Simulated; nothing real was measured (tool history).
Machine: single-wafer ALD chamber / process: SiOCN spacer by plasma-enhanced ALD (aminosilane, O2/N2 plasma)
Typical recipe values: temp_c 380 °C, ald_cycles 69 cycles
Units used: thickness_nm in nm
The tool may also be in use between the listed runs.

run,day,temp_c,ald_cycles,"read-back reference wafer on the same gauge, thickness_nm",thickness_nm
1,0,372,69,4.491,4.317
2,2.492,372,69,4.493,4.316
3,5.492,380,69,4.497,4.318
4,8.362,380,69,4.5,4.337
5,10.883,387,69,4.5,4.34
6,12.354,387,69,4.5,4.319
7,15.092,387,69,4.503,4.324
8,17.975,380,78,4.508,4.896
9,26.25,380,69,4.512,4.35
# day 27.933: thermocouple changed; heater temperature recalibrated
10,28.479,380,69,4.516,4.34
11,30.179,380,69,4.516,4.347
12,32.429,380,69,4.518,4.354
# day 32.454: gauge calibrated
13,33.967,380,69,4.471,4.32
14,36.888,386,83,4.474,5.186
15,39.742,380,69,4.478,4.311
16,41.221,380,69,4.478,4.3
17,42.562,370,77,4.479,4.798
18,48.2,368,60,4.481,3.736
19,49.367,380,77,4.487,4.789
20,51.008,384,77,4.485,4.819

Run 21 has not been measured yet. What should we expect?
21,52.471,395,69,?,?

Logged for run 21: read-back reference wafer on the same gauge, thickness_nm 4.488, thickness_nm 4.316 nm.
If the tool had no hidden condition, the same run with the same run-to-run variation would have returned thickness_nm 4.291 nm.
